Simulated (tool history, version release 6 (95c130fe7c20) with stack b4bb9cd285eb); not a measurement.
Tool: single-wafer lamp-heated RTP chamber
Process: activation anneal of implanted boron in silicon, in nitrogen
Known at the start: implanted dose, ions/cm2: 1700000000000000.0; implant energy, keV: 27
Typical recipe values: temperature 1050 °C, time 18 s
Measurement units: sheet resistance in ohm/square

run	hour	temperature	time	read-back reference wafer on the same gauge, sheet resistance	sheet resistance
1	0.0	1050	18	75.13	68.41
# hour 1.6: pyrometer window cleaned and pyrometer calibrated
2	24.5	1050	18	75.13	68.47
3	84.1	1050	18	75.06	68.45
4	142.3	1050	18	74.96	68.26
5	169.0	1050	18	74.89	68.39
6	227.5	1050	18	74.81	68.04
# hour 257.4: reflector plate cleaned
7	298.8	1032	15	74.70	70.08
# hour 324.2: pyrometer window cleaned and pyrometer calibrated
8	346.4	1032	15	74.59	70.43
9	415.7	1075	24	74.43	65.25
10	448.9	1050	18	74.35	68.03
11	507.3	1030	21	74.23	69.66
# hour 517.9: gauge calibrated
12	533.5	1069	18	75.49	67.71
13	570.9	1071	11	75.43	68.20
# hour 586.3: pyrometer window cleaned and pyrometer calibrated
14	612.3	1050	18	75.39	69.08
15	637.9	1050	22	75.30	68.22
# hour 713.5: reflector plate cleaned
16	728.1	1076	10	75.11	67.66
17	783.2	1040	18	75.03	69.16

Consider 3 possible next runs. They are alternatives, not a sequence: every one starts from the tool as it was left by run 17. What does each give?
A	783.6	1062	18	?	?
B	783.6	1063	18	?	?
C	783.6	1064	26	?	?

run	read-back reference wafer on the same gauge, sheet resistance	sheet resistance
A	75.04	67.74
B	75.04	67.68
C	75.04	67.04
Stripped of hidden state, with their random variation kept, the same runs would have yielded:
run	sheet resistance
A	68.18
B	68.11
C	67.47
